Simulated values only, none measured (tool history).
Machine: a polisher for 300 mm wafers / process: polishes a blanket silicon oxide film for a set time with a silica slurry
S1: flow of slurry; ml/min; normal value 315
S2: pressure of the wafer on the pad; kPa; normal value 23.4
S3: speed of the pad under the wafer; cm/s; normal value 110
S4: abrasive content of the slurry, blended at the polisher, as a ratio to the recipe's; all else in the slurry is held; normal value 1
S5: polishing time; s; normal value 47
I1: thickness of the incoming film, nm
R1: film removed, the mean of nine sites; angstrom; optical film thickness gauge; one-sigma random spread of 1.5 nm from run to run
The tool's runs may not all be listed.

Run 1, hour 0: usual settings but S2 21.4 kPa; I1 1514.7. Result: R1 978 angstrom.
Run 2, hour 78.4: usual settings but S2 18.6 kPa; I1 1493.6. Result: R1 867 angstrom.
Run 3, hour 130: usual settings but S2 18.6 kPa; I1 1515.4. Result: R1 864 angstrom.
Run 4, hour 228: usual settings but S2 18.6 kPa; I1 1514.9. Result: R1 857 angstrom.
At hour 233.9: conditioning disc replaced and pad reconditioned.
At hour 287.3: worn pad replaced by a new one.
Run 5, hour 312: usual settings but S5 40 s; I1 1536.7. Result: R1 936 angstrom.
At hour 379.8: head pressure recalibrated.
Run 6, hour 380.3: usual settings but S5 40 s; I1 1519.4. Result: R1 933 angstrom.
Run 7, hour 416.6: usual settings; I1 1507.9. Result: R1 1063 angstrom.
At hour 443.2: slurry blender recalibrated.
Run 8, hour 494.8: usual settings; I1 1533.9. Result: R1 1068 angstrom.
At hour 503.9: slurry nozzle cleaned.
Run 9, hour 553.5: usual settings; I1 1512.5. Result: R1 1071 angstrom.
Run 10, hour 610.7: usual settings but S1 360 ml/min, S2 18.6 kPa, S4 0.85, S5 41 s; I1 1535.3. Result: R1 704 angstrom.
Run 11, hour 655.5: usual settings but S2 17.9 kPa, S4 0.85; I1 1516.4. Result: R1 744 angstrom.
Run 12, hour 730.2: usual settings but S2 20.7 kPa; I1 1545.1. Result: R1 955 angstrom.
Run 13, hour 778.7: usual settings but S2 17.2 kPa, S3 142 cm/s, S4 0.75; I1 1531.8. Result: R1 829 angstrom.
At hour 792.3: worn pad replaced by a new one.
Run 14, hour 826.1: usual settings but S1 400 ml/min, S2 26.2 kPa, S5 41 s; I1 1541.5. Result: R1 1059 angstrom.
At hour 841.1: conditioning disc replaced and pad reconditioned.
At hour 851.7: head pressure recalibrated.
At hour 908.9: slurry blender recalibrated.
Run 15, hour 921: usual settings but S4 0.8; I1 1498.7. Result: R1 958 angstrom.
Run 16, hour 1028.6: usual settings but S2 17.2 kPa, S3 72 cm/s; I1 1503.9. Result: R1 559 angstrom.
Run 17, hour 1094.2: usual settings but S1 410 ml/min, S3 80 cm/s, S5 39 s; I1 1504.6. Result: R1 695 angstrom.
Run 18, hour 1190.4: usual settings; I1 1539.4. Result: R1 1082 angstrom.
At hour 1250.8: worn pad replaced by a new one.
Run 19, hour 1289.6: usual settings but S1 270 ml/min, S2 31.7 kPa, S3 92 cm/s, S5 39 s; I1 1511.8. Result: R1 1051 angstrom.
At hour 1303.8: head pressure recalibrated.
At hour 1344.8: slurry blender recalibrated.
At hour 1348.2: slurry nozzle cleaned.
Run 20, hour 1358.7: usual settings but S2 20 kPa; I1 1518.8. Result: R1 927 angstrom.
Run 21, hour 1426.2: usual settings but S2 21.4 kPa; I1 1534.9. Result: R1 979 angstrom.
At hour 1441.7: conditioning disc replaced and pad reconditioned.
Run 22, hour 1480.9: usual settings but S4 0.75; I1 1510.7. Result: R1 902 angstrom.
Run 23, hour 1545: usual settings; I1 1528.3. Result: R1 1118 angstrom.
Run 24, hour 1607.1: usual settings but S3 130 cm/s, S4 1.2; I1 1484.1. Result: R1 1359 angstrom.
At hour 1661.4: worn pad replaced by a new one.
Run 25, hour 1696.2: usual settings but S3 82 cm/s; I1 1487.7. Result: R1 843 angstrom.
At hour 1755.5: slurry blender recalibrated.
Run 26, hour 1787.6: usual settings but S1 255 ml/min, S3 144 cm/s, S4 0.9; I1 1547.1. Result: R1 1225 angstrom.

What if the next run were any one of these 3? Each begins from the tool's condition after run 26:
Run A, hour 1788: usual settings; I1 1507.5. Result: R1 ?.
Run B, hour 1788: usual settings but S1 355 ml/min, S5 60 s; I1 1507.5. Result: R1 ?.
Run C, hour 1788: usual settings but S2 15.9 kPa, S3 74 cm/s, S4 1.15; I1 1507.5. Result: R1 ?.

run    R1
  A  1083
  B  1394
  C   571
Take away the tool's hidden state, keep each run's random variation, and the runs would have read:
run    R1
  A  1083
  B  1394
  C   571
